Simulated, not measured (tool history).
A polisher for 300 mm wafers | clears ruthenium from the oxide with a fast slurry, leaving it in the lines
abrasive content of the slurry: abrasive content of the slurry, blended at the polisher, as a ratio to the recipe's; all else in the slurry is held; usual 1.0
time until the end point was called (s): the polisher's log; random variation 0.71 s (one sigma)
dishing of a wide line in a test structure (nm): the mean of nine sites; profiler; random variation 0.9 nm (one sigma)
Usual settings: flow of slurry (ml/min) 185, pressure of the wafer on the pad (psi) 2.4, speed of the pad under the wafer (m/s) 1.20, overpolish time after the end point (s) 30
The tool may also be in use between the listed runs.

run   hour  flow of slurry (ml/min)  pressure of the wafer on the pad (psi)  speed of the pad under the wafer (m/s)  abrasive content of the slurry  overpolish time after the end point (s)  wafers since the last listed run  wafers polished on this pad  hours since the slurry nozzle was cleaned  hours since the head pressure was calibrated  hours since the slurry blender was calibrated  incoming thickness of the incoming film, nm  time until the end point was called (s)  dishing of a wide line in a test structure (nm)
  1    0.0                      185                                     2.4                                    1.20                             1.0                                       30                                 0                          329                                      684.3                                         888.8                                          238.4                                        190.7                                     53.6                                             80.1
  2   14.8                      185                                     2.4                                    1.20                             1.0                                       30                                96                          426                                      699.1                                         903.6                                          253.2                                        191.0                                     54.8                                             80.6
  3   26.9                      185                                     2.4                                    1.20                             0.8                                       30                                78                          505                                      711.2                                         915.7                                          265.3                                        191.4                                     66.0                                             66.0
  4   42.0                      185                                     2.4                                    1.04                             1.0                                       30                                98                          603                                      726.3                                         930.8                                          280.4                                        194.1                                     62.5                                             70.2
  5   50.2                      185                                     2.4                                    1.04                             1.0                                       30                                53                          656                                      734.5                                         939.0                                          288.6                                        191.9                                     64.8                                             71.5
  6   61.8                      185                                     2.4                                    1.04                             1.0                                       30                                75                          732                                      746.1                                         950.6                                          300.2                                        189.8                                     64.2                                             71.3
  7   70.1                      185                                     1.8                                    1.20                             1.0                                       30                                54                          786                                      754.4                                         958.9                                          308.5                                        190.0                                     69.0                                             65.6
  8   85.3                      185                                     2.4                                    1.20                             1.0                                       30                                99                          885                                      769.6                                         974.1                                          323.7                                        189.0                                     55.7                                             78.7
      93.8  -- worn pad replaced by a new one
  9   99.1                      185                                     2.4                                    1.20                             1.0                                       30                                63                           34                                      783.4                                         987.9                                          337.5                                        188.2                                     54.6                                             77.8
     110.7  -- slurry blender recalibrated
 10  142.1                      185                                     2.4                                    1.20                             1.0                                       30                               267                          302                                      826.4                                        1030.9                                           31.4                                        189.6                                     51.8                                             83.9
 11  151.0                      185                                     2.4                                    1.20                             1.0                                       30                                58                          360                                      835.3                                        1039.8                                           40.3                                        192.6                                     51.2                                             81.4
 12  162.2                      185                                     2.4                                    1.20                             1.0                                       30                                73                          433                                      846.5                                        1051.0                                           51.5                                        191.0                                     52.9                                             85.0
     164.8  -- head pressure recalibrated
 13  173.2                      130                                     2.4                                    1.56                             0.7                                       30                                58                          491                                      857.5                                           8.4                                           62.5                                        190.4                                     58.9                                             75.0
 14  184.2                      185                                     2.4                                    1.20                             1.0                                       30                                71                          563                                      868.5                                          19.4                                           73.5                                        192.0                                     52.2                                             82.5
 15  192.6                      185                                     1.8                                    1.20                             1.0                                       30                                54                          618                                      876.9                                          27.8                                           81.9                                        186.7                                     62.7                                             70.4

Forecast run 16:
     197.3  -- slurry nozzle cleaned
 16  199.5                      185                                     2.4                                    1.20                             1.0                                       14                                38                          656                                        2.2                                          34.7                                           88.8                                        189.2                                        ?                                                ?

Run 16 gave time until the end point was called (s) 51.3, dishing of a wide line in a test structure (nm) 42.8.
Without the tool's hidden state the same run would have given time until the end point was called (s) 50.7, dishing of a wide line in a test structure (nm) 43.2.
